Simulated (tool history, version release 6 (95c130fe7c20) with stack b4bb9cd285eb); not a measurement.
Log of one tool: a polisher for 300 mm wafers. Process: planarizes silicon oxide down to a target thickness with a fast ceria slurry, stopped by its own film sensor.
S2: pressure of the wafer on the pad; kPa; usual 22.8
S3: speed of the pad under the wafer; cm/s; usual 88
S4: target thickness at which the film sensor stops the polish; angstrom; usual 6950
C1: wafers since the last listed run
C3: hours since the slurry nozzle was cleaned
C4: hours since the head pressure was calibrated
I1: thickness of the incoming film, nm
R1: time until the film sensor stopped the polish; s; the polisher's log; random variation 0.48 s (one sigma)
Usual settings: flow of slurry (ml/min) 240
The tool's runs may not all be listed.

run 1 hour=0 | flow_of_slurry_(ml/min)=240 S2=22.8 S3=88 S4=6950 | C1=0 wafers_polished_on_this_pad=1093 C3=543.4 C4=411.1 | I1=1459.4 | R1=42.1
run 2 hour=59.1 | flow_of_slurry_(ml/min)=240 S2=22.8 S3=88 S4=6950 | C1=719 wafers_polished_on_this_pad=1813 C3=602.5 C4=470.2 | I1=1470 | R1=43
-- hour=85.4 slurry nozzle cleaned
run 3 hour=141.8 | flow_of_slurry_(ml/min)=305 S2=22.8 S3=88 S4=6950 | C1=994 wafers_polished_on_this_pad=2807 C3=56.4 C4=552.9 | I1=1433.7 | R1=39.9
run 4 hour=249.2 | flow_of_slurry_(ml/min)=305 S2=22.8 S3=88 S4=6950 | C1=1307 wafers_polished_on_this_pad=4114 C3=163.8 C4=660.3 | I1=1476.4 | R1=42.3
run 5 hour=326.3 | flow_of_slurry_(ml/min)=305 S2=22.8 S3=88 S4=6950 | C1=938 wafers_polished_on_this_pad=5053 C3=240.9 C4=737.4 | I1=1471.1 | R1=42.8
-- hour=338 worn pad replaced by a new one
run 6 hour=369.5 | flow_of_slurry_(ml/min)=240 S2=22.8 S3=88 S4=6950 | C1=477 wafers_polished_on_this_pad=383 C3=284.1 C4=780.6 | I1=1418 | R1=39.9
run 7 hour=422.9 | flow_of_slurry_(ml/min)=240 S2=22.8 S3=88 S4=6950 | C1=649 wafers_polished_on_this_pad=1033 C3=337.5 C4=834 | I1=1461.9 | R1=43.2
run 8 hour=472.3 | flow_of_slurry_(ml/min)=240 S2=22.8 S3=88 S4=6950 | C1=601 wafers_polished_on_this_pad=1634 C3=386.9 C4=883.4 | I1=1455.6 | R1=41.5
run 9 hour=577.6 | flow_of_slurry_(ml/min)=240 S2=22.8 S3=88 S4=6950 | C1=1281 wafers_polished_on_this_pad=2916 C3=492.2 C4=988.7 | I1=1430.6 | R1=40.6
run 10 hour=623.6 | flow_of_slurry_(ml/min)=240 S2=22.8 S3=88 S4=6950 | C1=559 wafers_polished_on_this_pad=3476 C3=538.2 C4=1034.7 | I1=1429.4 | R1=41.3
-- hour=658.3 slurry nozzle cleaned
run 11 hour=727.9 | flow_of_slurry_(ml/min)=240 S2=22.8 S3=88 S4=6950 | C1=1257 wafers_polished_on_this_pad=4733 C3=69.6 C4=1139 | I1=1435.5 | R1=41.5
-- hour=751.4 worn pad replaced by a new one
run 12 hour=821.5 | flow_of_slurry_(ml/min)=240 S2=22.8 S3=88 S4=6950 | C1=1090 wafers_polished_on_this_pad=853 C3=163.2 C4=1232.6 | I1=1461.3 | R1=43.8
run 13 hour=865.2 | flow_of_slurry_(ml/min)=240 S2=22.8 S3=88 S4=6950 | C1=531 wafers_polished_on_this_pad=1385 C3=206.9 C4=1276.3 | I1=1454 | R1=43.9
-- hour=880.5 head pressure recalibrated
run 14 hour=970.6 | flow_of_slurry_(ml/min)=240 S2=22.8 S3=88 S4=6950 | C1=1258 wafers_polished_on_this_pad=2643 C3=312.3 C4=90.1 | I1=1467.7 | R1=36.4
run 15 hour=1048.4 | flow_of_slurry_(ml/min)=240 S2=22.8 S3=88 S4=6950 | C1=946 wafers_polished_on_this_pad=3590 C3=390.1 C4=167.9 | I1=1450.2 | R1=36.3
run 16 hour=1091 | flow_of_slurry_(ml/min)=240 S2=22.8 S3=108 S4=6950 | C1=518 wafers_polished_on_this_pad=4109 C3=432.7 C4=210.5 | I1=1466.6 | R1=32.9
-- hour=1146.4 worn pad replaced by a new one
run 17 hour=1149.7 | flow_of_slurry_(ml/min)=240 S2=22.8 S3=88 S4=6950 | C1=665 wafers_polished_on_this_pad=40 C3=491.4 C4=269.2 | I1=1457.2 | R1=37
run 18 hour=1186.5 | flow_of_slurry_(ml/min)=290 S2=22.8 S3=88 S4=9270 | C1=447 wafers_polished_on_this_pad=488 C3=528.2 C4=306 | I1=1449.6 | R1=25.3
-- hour=1233.1 slurry nozzle cleaned
run 19 hour=1266.5 | flow_of_slurry_(ml/min)=170 S2=26.2 S3=88 S4=6950 | C1=961 wafers_polished_on_this_pad=1449 C3=33.4 C4=386 | I1=1450 | R1=33.5
-- hour=1345.5 head pressure recalibrated, repeated, since the last time left the tool worse
run 20 hour=1357.8 | flow_of_slurry_(ml/min)=240 S2=22.8 S3=88 S4=6950 | C1=1086 wafers_polished_on_this_pad=2536 C3=124.7 C4=12.3 | I1=1441.4 | R1=40
run 21 hour=1396.8 | flow_of_slurry_(ml/min)=180 S2=26.9 S3=102 S4=5240 | C1=474 wafers_polished_on_this_pad=3011 C3=163.7 C4=51.3 | I1=1441.9 | R1=38
run 22 hour=1476.3 | flow_of_slurry_(ml/min)=170 S2=15.9 S3=88 S4=6950 | C1=967 wafers_polished_on_this_pad=3978 C3=243.2 C4=130.8 | I1=1430.3 | R1=58.2
-- hour=1519.3 worn pad replaced by a new one
run 23 hour=1563.1 | flow_of_slurry_(ml/min)=240 S2=22.8 S3=88 S4=6950 | C1=1007 wafers_polished_on_this_pad=533 C3=330 C4=217.6 | I1=1443 | R1=39.8
run 24 hour=1657 | flow_of_slurry_(ml/min)=210 S2=17.2 S3=66 S4=6950 | C1=1142 wafers_polished_on_this_pad=1676 C3=423.9 C4=311.5 | I1=1454.4 | R1=65.6
run 25 hour=1695.4 | flow_of_slurry_(ml/min)=240 S2=22.8 S3=88 S4=6950 | C1=467 wafers_polished_on_this_pad=2143 C3=462.3 C4=349.9 | I1=1458.7 | R1=41.7
run 26 hour=1783.2 | flow_of_slurry_(ml/min)=285 S2=22.8 S3=88 S4=6950 | C1=1068 wafers_polished_on_this_pad=3212 C3=550.1 C4=437.7 | I1=1443.2 | R1=40.3
-- hour=1789.4 slurry nozzle cleaned
run 27 hour=1880.3 | flow_of_slurry_(ml/min)=240 S2=22.8 S3=88 S4=6950 | C1=1169 wafers_polished_on_this_pad=4382 C3=90.9 C4=534.8 | I1=1449.8 | R1=41.8
-- hour=1923.2 worn pad replaced by a new one
run 28 hour=1945 | flow_of_slurry_(ml/min)=240 S2=22.8 S3=104 S4=6950 | C1=738 wafers_polished_on_this_pad=265 C3=155.6 C4=599.5 | I1=1466.8 | R1=37.7
run 29 hour=2004.6 | flow_of_slurry_(ml/min)=160 S2=16.5 S3=96 S4=6950 | C1=725 wafers_polished_on_this_pad=990 C3=215.2 C4=659.1 | I1=1479.3 | R1=57.5
run 30 hour=2093.4 | flow_of_slurry_(ml/min)=310 S2=22.8 S3=88 S4=6950 | C1=1080 wafers_polished_on_this_pad=2071 C3=304 C4=747.9 | I1=1461 | R1=41
run 31 hour=2134.1 | flow_of_slurry_(ml/min)=240 S2=22.8 S3=88 S4=6950 | C1=495 wafers_polished_on_this_pad=2567 C3=344.7 C4=788.6 | I1=1452.4 | R1=41.7

The same runs without the tool's hidden state, with the same run-to-run variation:
The hidden state here: removal rate lost through wear of the pad, %; slurry flow missing at the pad, %; deviation of the head's pressure from its setpoint, %.
run=1 R1=41
run=2 R1=41.7
run=3 R1=38.6
run=4 R1=40.7
run=5 R1=41
run=6 R1=38.2
run=7 R1=41.2
run=8 R1=39.5
run=9 R1=38.5
run=10 R1=39.1
run=11 R1=39.1
run=12 R1=41
run=13 R1=41
run=14 R1=40.3
run=15 R1=40
run=16 R1=36.1
run=17 R1=40.6
run=18 R1=27.7
run=19 R1=36.6
run=20 R1=39.9
run=21 R1=37.7
run=22 R1=57.7
run=23 R1=39.2
run=24 R1=64.5
run=25 R1=40.9
run=26 R1=39.4
run=27 R1=40.7
run=28 R1=36.6
run=29 R1=55.6
run=30 R1=39.5
run=31 R1=40.1
